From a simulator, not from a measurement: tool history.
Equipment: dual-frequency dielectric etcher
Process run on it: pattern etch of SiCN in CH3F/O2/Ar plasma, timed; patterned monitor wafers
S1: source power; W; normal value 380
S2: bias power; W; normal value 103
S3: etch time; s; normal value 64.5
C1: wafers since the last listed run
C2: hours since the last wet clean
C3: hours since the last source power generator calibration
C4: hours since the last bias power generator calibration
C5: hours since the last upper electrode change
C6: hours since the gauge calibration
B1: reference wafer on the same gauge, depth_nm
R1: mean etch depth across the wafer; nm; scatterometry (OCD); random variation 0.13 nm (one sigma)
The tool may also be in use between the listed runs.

{"run": 1, "day": 0.0, "S1": 380, "S2": 87, "S3": 64.5, "C1": 0, "C2": 390.3, "C3": 2408.9, "C4": 4602.6, "C5": 2809, "C6": 99.1, "B1": 27.08, "R1": 26.21}
{"run": 2, "day": 0.458, "S1": 380, "S2": 87, "S3": 64.5, "C1": 109, "C2": 401.3, "C3": 2419.9, "C4": 4613.6, "C5": 2820, "C6": 110.1, "B1": 27.15, "R1": 26.23}
{"run": 3, "day": 1.05, "S1": 380, "S2": 87, "S3": 64.5, "C1": 141, "C2": 415.5, "C3": 2434.1, "C4": 4627.8, "C5": 2834.2, "C6": 124.3, "B1": 27.09, "R1": 26.03}
{"run": 4, "day": 1.717, "S1": 420, "S2": 103, "S3": 64.5, "C1": 159, "C2": 431.5, "C3": 2450.1, "C4": 4643.8, "C5": 2850.2, "C6": 140.3, "B1": 27.08, "R1": 28.31}
{"day": 2.875, "done": "wet clean of the chamber"}
{"day": 2.988, "done": "upper electrode replaced"}
{"run": 5, "day": 3.008, "S1": 420, "S2": 103, "S3": 64.5, "C1": 42, "C2": 3.2, "C3": 2481.1, "C4": 4674.8, "C5": 0.5, "C6": 171.3, "B1": 27.11, "R1": 29.7}
{"run": 6, "day": 3.021, "S1": 420, "S2": 103, "S3": 64.5, "C1": 2, "C2": 3.5, "C3": 2481.4, "C4": 4675.1, "C5": 0.8, "C6": 171.6, "B1": 27.14, "R1": 29.85}
{"run": 7, "day": 3.238, "S1": 380, "S2": 103, "S3": 64.5, "C1": 51, "C2": 8.7, "C3": 2486.6, "C4": 4680.3, "C5": 6, "C6": 176.8, "B1": 27.08, "R1": 28.59}
{"run": 8, "day": 3.646, "S1": 380, "S2": 103, "S3": 64.5, "C1": 97, "C2": 18.5, "C3": 2496.4, "C4": 4690.1, "C5": 15.8, "C6": 186.6, "B1": 27.09, "R1": 28.62}
{"run": 9, "day": 3.983, "S1": 380, "S2": 103, "S3": 64.5, "C1": 80, "C2": 26.6, "C3": 2504.5, "C4": 4698.2, "C5": 23.9, "C6": 194.7, "B1": 27.05, "R1": 28.68}
{"run": 10, "day": 4.417, "S1": 300, "S2": 86, "S3": 76.5, "C1": 103, "C2": 37, "C3": 2514.9, "C4": 4708.6, "C5": 34.3, "C6": 205.1, "B1": 27.06, "R1": 29.12}
{"day": 4.662, "done": "bias power generator calibrated"}
{"run": 11, "day": 4.692, "S1": 330, "S2": 103, "S3": 64.5, "C1": 25, "C2": 43.6, "C3": 2521.5, "C4": 0.7, "C5": 40.9, "C6": 211.7, "B1": 27.1, "R1": 26.9}
{"run": 12, "day": 5.121, "S1": 380, "S2": 103, "S3": 64.5, "C1": 102, "C2": 53.9, "C3": 2531.8, "C4": 11, "C5": 51.2, "C6": 222, "B1": 27.1, "R1": 28.2}
{"run": 13, "day": 5.812, "S1": 320, "S2": 111, "S3": 57.5, "C1": 165, "C2": 70.5, "C3": 2548.4, "C4": 27.6, "C5": 67.8, "C6": 238.6, "B1": 27.09, "R1": 24.19}
{"run": 14, "day": 6.258, "S1": 380, "S2": 103, "S3": 64.5, "C1": 106, "C2": 81.2, "C3": 2559.1, "C4": 38.3, "C5": 78.5, "C6": 249.3, "B1": 27.13, "R1": 28.56}
{"day": 6.362, "done": "gauge calibrated"}
{"day": 7.133, "done": "source power generator calibrated"}
{"run": 15, "day": 7.708, "S1": 310, "S2": 90, "S3": 55.5, "C1": 307, "C2": 116, "C3": 13.8, "C4": 73.1, "C5": 113.3, "C6": 32.3, "B1": 27.18, "R1": 21.67}

What will run 16 give?
{"run": 16, "day": 8.412, "S1": 380, "S2": 103, "S3": 55.5, "C1": 168, "C2": 132.9, "C3": 30.7, "C4": 90, "C5": 130.2, "C6": 49.2, "B1": "?", "R1": "?"}

B1: 27.1
R1: 24.13 nm
With no hidden state in the tool, this same run would have given R1 24.37 nm.
